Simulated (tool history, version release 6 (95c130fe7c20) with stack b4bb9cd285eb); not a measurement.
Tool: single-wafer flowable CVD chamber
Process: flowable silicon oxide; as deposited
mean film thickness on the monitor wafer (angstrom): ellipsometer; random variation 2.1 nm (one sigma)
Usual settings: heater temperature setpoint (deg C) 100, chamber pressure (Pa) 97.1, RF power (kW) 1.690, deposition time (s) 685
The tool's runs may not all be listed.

run	day	heater temperature setpoint (deg C)	chamber pressure (Pa)	RF power (kW)	deposition time (s)	wafers since the last listed run	hours since the last thermocouple change	hours since the last RF generator calibration	hours since the last manometer calibration	hours since the showerhead was replaced	hours since the gauge calibration	read-back reference wafer on the same gauge, thickness_nm	mean film thickness on the monitor wafer (angstrom)
1	0.000	100	97.1	1.690	577	0	565.9	1556.3	1520.3	7796.2	449.2	437.650	3091.19
# day 3.200: capacitance manometer re-zeroed and calibrated
2	3.950	100	97.1	1.690	582	176	660.7	1651.1	18.0	7891.0	544.0	437.343	3204.48
3	6.971	107	97.1	1.690	685	147	733.2	1723.6	90.5	7963.5	616.5	436.574	2866.02
# day 11.150: RF generator calibrated
4	13.583	107	97.1	1.690	685	306	891.9	58.4	249.2	8122.2	775.2	437.382	2831.87
5	17.450	107	97.1	1.690	685	188	984.7	151.2	342.0	8215.0	868.0	436.692	2860.85
# day 18.679: thermocouple changed; heater temperature recalibrated
6	19.383	100	97.1	1.690	685	78	16.9	197.6	388.4	8261.4	914.4	437.233	3673.63
7	23.383	100	97.1	1.590	685	195	112.9	293.6	484.4	8357.4	1010.4	437.456	3586.97
# day 24.883: showerhead replaced
8	26.446	90	97.1	1.690	685	133	186.4	367.1	557.9	37.5	1083.9	436.987	5362.19
9	33.954	90	97.1	1.690	685	366	366.6	547.3	738.1	217.7	1264.1	437.368	5365.05
10	35.817	90	97.1	1.690	685	90	411.3	592.0	782.8	262.4	1308.8	436.556	5319.40
11	37.379	100	97.1	1.690	727	76	448.8	629.5	820.3	299.9	1346.3	437.515	3908.83
12	40.100	100	97.1	1.560	685	132	514.1	694.8	885.6	365.2	1411.6	437.026	3546.36
13	42.821	107	97.1	1.690	685	132	579.4	760.1	950.9	430.5	1476.9	436.718	2815.28
14	46.271	107	97.1	1.690	685	168	662.2	842.9	1033.7	513.3	1559.7	437.213	2806.95
15	50.521	100	82.0	1.375	562	207	764.2	944.9	1135.7	615.3	1661.7	436.167	2310.63
16	54.238	100	97.1	1.500	613	181	853.4	1034.1	1224.9	704.5	1750.9	437.469	3109.87
# day 54.617: gauge calibrated
17	55.758	110	97.1	1.465	560	74	889.9	1070.6	1261.4	741.0	27.4	437.300	1937.62
# day 58.746: thermocouple changed; heater temperature recalibrated
18	58.767	109	104.3	1.855	794	130	0.5	1142.8	1333.6	813.2	99.6	436.629	3344.56
# day 61.142: capacitance manometer re-zeroed and calibrated
19	62.517	100	97.1	1.690	685	166	90.5	1232.8	33.0	903.2	189.6	436.292	3718.64
20	67.233	92	97.1	1.775	685	230	203.7	1346.0	146.2	1016.4	302.8	436.650	5074.57
21	69.250	105	110.7	1.860	576	98	252.1	1394.4	194.6	1064.8	351.2	436.544	3025.28
22	71.846	100	97.1	1.690	685	126	314.4	1456.7	256.9	1127.1	413.5	436.829	3706.09
23	73.488	100	113.7	1.690	685	80	353.8	1496.1	296.3	1166.5	452.9	436.904	4389.08
24	75.071	95	118.3	1.890	726	77	391.8	1534.1	334.3	1204.5	490.9	436.939	5985.47
25	77.842	100	97.1	1.690	818	135	458.3	1600.6	400.8	1271.0	557.4	437.005	4411.41
26	80.371	109	97.1	1.835	641	123	519.0	1661.3	461.5	1331.7	618.1	437.031	2526.02
27	83.821	107	84.5	1.865	637	168	601.8	1744.1	544.3	1414.5	700.9	436.906	2366.71
# day 85.183: RF generator calibrated
28	85.546	100	97.1	1.690	685	67	643.2	8.7	585.7	1455.9	742.3	436.711	3713.67

4 ways to go on from here, each from the tool as it stands after run 28. What would each give?
A	85.571	100	97.1	1.580	685	1	643.8	9.3	586.3	1456.5	742.9	?	?
B	85.571	86	83.3	1.460	685	1	643.8	9.3	586.3	1456.5	742.9	?	?
C	85.571	104	117.7	1.930	685	1	643.8	9.3	586.3	1456.5	742.9	?	?
D	85.571	110	104.3	1.370	685	1	643.8	9.3	586.3	1456.5	742.9	?	?

run	read-back reference wafer on the same gauge, thickness_nm	mean film thickness on the monitor wafer (angstrom)
A	437.414	3618.13
B	437.414	4964.70
C	437.414	4028.78
D	437.414	2479.26
Without the tool's hidden state the same runs would have given:
run	mean film thickness on the monitor wafer (angstrom)
A	3699.34
B	5076.35
C	4113.76
D	2533.15
